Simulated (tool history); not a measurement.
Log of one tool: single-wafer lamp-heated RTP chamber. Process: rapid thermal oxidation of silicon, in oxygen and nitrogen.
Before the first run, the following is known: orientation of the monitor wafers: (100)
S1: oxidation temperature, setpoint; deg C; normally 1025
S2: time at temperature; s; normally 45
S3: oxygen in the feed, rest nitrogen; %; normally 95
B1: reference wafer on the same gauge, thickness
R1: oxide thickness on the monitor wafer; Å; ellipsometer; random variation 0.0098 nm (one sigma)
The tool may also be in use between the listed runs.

run	hour	S1	S2	S3	B1	R1
1	0.0	1025	45	95	6.559	66.27
2	13.6	1025	45	95	6.561	66.41
3	25.0	1025	31	95	6.558	56.60
4	41.2	1025	31	95	6.559	56.82
5	49.2	1025	45	95	6.561	66.73
6	55.4	1025	45	95	6.560	66.60
7	66.2	1025	45	95	6.561	66.68
8	81.1	1040	45	98	6.560	75.06
9	96.9	1025	45	98	6.559	67.49
10	114.2	1025	45	98	6.559	67.55
11	129.6	1025	51	95	6.560	70.84
12	141.6	1025	51	95	6.558	70.83
13	151.1	1016	45	95	6.562	62.81
14	165.8	1025	45	95	6.560	67.18
# hour 176.1: pyrometer window cleaned and pyrometer calibrated
15	177.6	1017	27	98	6.561	50.63
16	186.0	1025	45	95	6.561	65.77
# hour 197.0: gauge calibrated
# hour 210.2: oxygen flow controller replaced
17	210.7	1025	59	95	6.558	73.98
18	220.6	1005	45	69	6.559	51.28
19	232.9	1038	57	95	6.561	80.22
20	244.5	1007	33	95	6.562	50.66
21	255.0	1011	45	98	6.559	60.08
22	270.2	1025	45	95	6.560	65.85
23	283.9	1047	59	73	6.559	78.81
24	296.7	1047	65	98	6.560	91.71
25	306.9	1025	45	78	6.560	61.58
26	317.3	1025	45	95	6.561	65.94

For run 27, what comes out?
27	324.3	1025	67	95	?	?

For run 27 the tool returned B1 6.561, R1 78.77 Å.
With no hidden state in the tool, this same run would have given R1 78.18 Å.

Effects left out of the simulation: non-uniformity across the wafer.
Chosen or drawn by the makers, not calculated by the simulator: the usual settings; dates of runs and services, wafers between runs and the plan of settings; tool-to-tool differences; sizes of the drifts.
